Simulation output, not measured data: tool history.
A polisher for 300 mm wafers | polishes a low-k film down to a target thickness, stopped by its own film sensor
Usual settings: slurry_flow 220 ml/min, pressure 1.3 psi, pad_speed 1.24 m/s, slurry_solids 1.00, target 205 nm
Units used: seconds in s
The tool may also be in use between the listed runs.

| run | hour | slurry_flow | pressure | pad_speed | slurry_solids | target | wafers since the last listed run | wafers polished on this pad | hours since the slurry nozzle was cleaned | hours since the head pressure was calibrated | hours since the slurry blender was calibrated | hours since the conditioning disc was replaced | incoming thickness of the incoming film, nm | seconds |
|---|---|---|---|---|---|---|---|---|---|---|---|---|---|---|
| 1 | 0.0 | 220 | 1.3 | 1.24 | 1.00 | 205 | 0 | 80 | 544.1 | 771.5 | 67.8 | 479.0 | 232.7 | 93.5 |
| 2 | 16.5 | 220 | 1.3 | 1.24 | 1.00 | 205 | 167 | 248 | 560.6 | 788.0 | 84.3 | 495.5 | 230.7 | 86.7 |
| 3 | 24.3 | 220 | 1.3 | 1.24 | 1.00 | 205 | 79 | 327 | 568.4 | 795.8 | 92.1 | 503.3 | 229.8 | 85.8 |
| 4 | 30.9 | 220 | 1.3 | 1.24 | 1.00 | 205 | 67 | 395 | 575.0 | 802.4 | 98.7 | 509.9 | 234.4 | 99.4 |
| 5 | 42.4 | 220 | 1.3 | 1.24 | 1.00 | 205 | 117 | 512 | 586.5 | 813.9 | 110.2 | 521.4 | 228.6 | 80.5 |
|  | 62.1 | head pressure recalibrated |
| 6 | 62.6 | 220 | 1.3 | 1.24 | 1.00 | 205 | 185 | 697 | 606.7 | 0.5 | 130.4 | 541.6 | 229.8 | 83.6 |
| 7 | 77.0 | 220 | 1.3 | 1.52 | 1.00 | 205 | 146 | 843 | 621.1 | 14.9 | 144.8 | 556.0 | 229.9 | 72.6 |
|  | 84.0 | worn pad replaced by a new one |
| 8 | 89.3 | 220 | 1.3 | 1.24 | 1.00 | 205 | 84 | 54 | 633.4 | 27.2 | 157.1 | 568.3 | 229.7 | 84.2 |
| 9 | 100.1 | 255 | 1.1 | 1.24 | 0.80 | 205 | 109 | 164 | 644.2 | 38.0 | 167.9 | 579.1 | 233.4 | 126.9 |
| 10 | 106.9 | 220 | 0.9 | 1.62 | 1.25 | 210 | 69 | 233 | 651.0 | 44.8 | 174.7 | 585.9 | 229.3 | 70.1 |
|  | 108.9 | slurry nozzle cleaned |
| 11 | 116.5 | 220 | 1.6 | 1.38 | 1.00 | 205 | 87 | 320 | 7.6 | 54.4 | 184.3 | 595.5 | 228.4 | 63.1 |
|  | 131.7 | conditioning disc replaced and pad reconditioned |
| 12 | 132.2 | 220 | 1.3 | 1.24 | 1.00 | 205 | 139 | 460 | 23.3 | 70.1 | 200.0 | 0.5 | 228.0 | 68.5 |
|  | 141.8 | slurry blender recalibrated |
| 13 | 142.3 | 290 | 1.3 | 1.24 | 1.00 | 212 | 82 | 542 | 33.4 | 80.2 | 0.5 | 10.6 | 228.4 | 48.0 |
| 14 | 154.6 | 220 | 1.3 | 1.58 | 1.00 | 205 | 125 | 667 | 45.7 | 92.5 | 12.8 | 22.9 | 229.2 | 61.9 |
|  | 174.2 | worn pad replaced by a new one |
| 15 | 174.7 | 220 | 1.3 | 1.24 | 1.00 | 205 | 163 | 4 | 65.8 | 112.6 | 32.9 | 43.0 | 229.4 | 75.1 |
| 16 | 189.5 | 220 | 1.3 | 1.44 | 1.00 | 198 | 150 | 155 | 80.6 | 127.4 | 47.7 | 57.8 | 226.7 | 77.9 |
| 17 | 203.3 | 220 | 0.9 | 1.52 | 1.00 | 201 | 140 | 295 | 94.4 | 141.2 | 61.5 | 71.6 | 233.3 | 119.9 |
| 18 | 240.0 | 170 | 1.3 | 1.24 | 1.00 | 205 | 373 | 669 | 131.1 | 177.9 | 98.2 | 108.3 | 230.3 | 81.9 |
| 19 | 256.4 | 220 | 1.7 | 1.24 | 1.00 | 205 | 166 | 836 | 147.5 | 194.3 | 114.6 | 124.7 | 230.1 | 60.6 |
| 20 | 273.5 | 200 | 1.8 | 1.24 | 0.90 | 205 | 174 | 1010 | 164.6 | 211.4 | 131.7 | 141.8 | 231.5 | 68.7 |
|  | 279.3 | worn pad replaced by a new one |
| 21 | 283.7 | 220 | 1.3 | 1.24 | 1.00 | 205 | 63 | 45 | 174.8 | 221.6 | 141.9 | 152.0 | 231.1 | 85.4 |
| 22 | 297.4 | 220 | 1.6 | 1.24 | 1.15 | 212 | 139 | 184 | 188.5 | 235.3 | 155.6 | 165.7 | 231.6 | 47.7 |
| 23 | 314.5 | 220 | 1.3 | 1.24 | 1.00 | 198 | 174 | 358 | 205.6 | 252.4 | 172.7 | 182.8 | 227.8 | 95.7 |
| 24 | 335.3 | 220 | 1.3 | 1.24 | 1.00 | 198 | 211 | 570 | 226.4 | 273.2 | 193.5 | 203.6 | 232.3 | 111.8 |
| 25 | 342.7 | 220 | 1.3 | 1.24 | 1.00 | 205 | 75 | 645 | 233.8 | 280.6 | 200.9 | 211.0 | 225.9 | 68.1 |

How the hidden state differs across the entries between the runs, from the last listed run before each to the first after it:
Between runs 5 and 6: head pressure recalibrated (hour 62.1)
  time polished since the conditioner stopped cutting, s: 508 -> 512
  difference, measured minus the result without the unlogged condition, seconds: +11.1 -> +11.6 s
Between runs 7 and 8: worn pad replaced by a new one (hour 84.0)
  time polished since the conditioner stopped cutting, s: 514 -> 516
  difference, measured minus the result without the unlogged condition, seconds: +11.6 -> +11.8 s
Between runs 10 and 11: slurry nozzle cleaned (hour 108.9)
  time polished since the conditioner stopped cutting, s: 518 -> 520
  difference, measured minus the result without the unlogged condition, seconds: +9.2 -> +11.0 s
Between runs 11 and 12: conditioning disc replaced and pad reconditioned (hour 131.7)
  time polished since the conditioner stopped cutting, s: 520 -> 33.3
  difference, measured minus the result without the unlogged condition, seconds: +11.0 -> +0.7 s
Between runs 12 and 13: slurry blender recalibrated (hour 141.8)
  time polished since the conditioner stopped cutting, s: 33.3 -> 59.4
  difference, measured minus the result without the unlogged condition, seconds: +0.7 -> +0.9 s
Between runs 14 and 15: worn pad replaced by a new one (hour 174.2)
  time polished since the conditioner stopped cutting, s: 89.4 -> 135
  difference, measured minus the result without the unlogged condition, seconds: +2.2 -> +3.2 s
Between runs 20 and 21: worn pad replaced by a new one (hour 279.3)
  time polished since the conditioner stopped cutting, s: 300 -> 313
  difference, measured minus the result without the unlogged condition, seconds: +7.8 -> +7.8 s
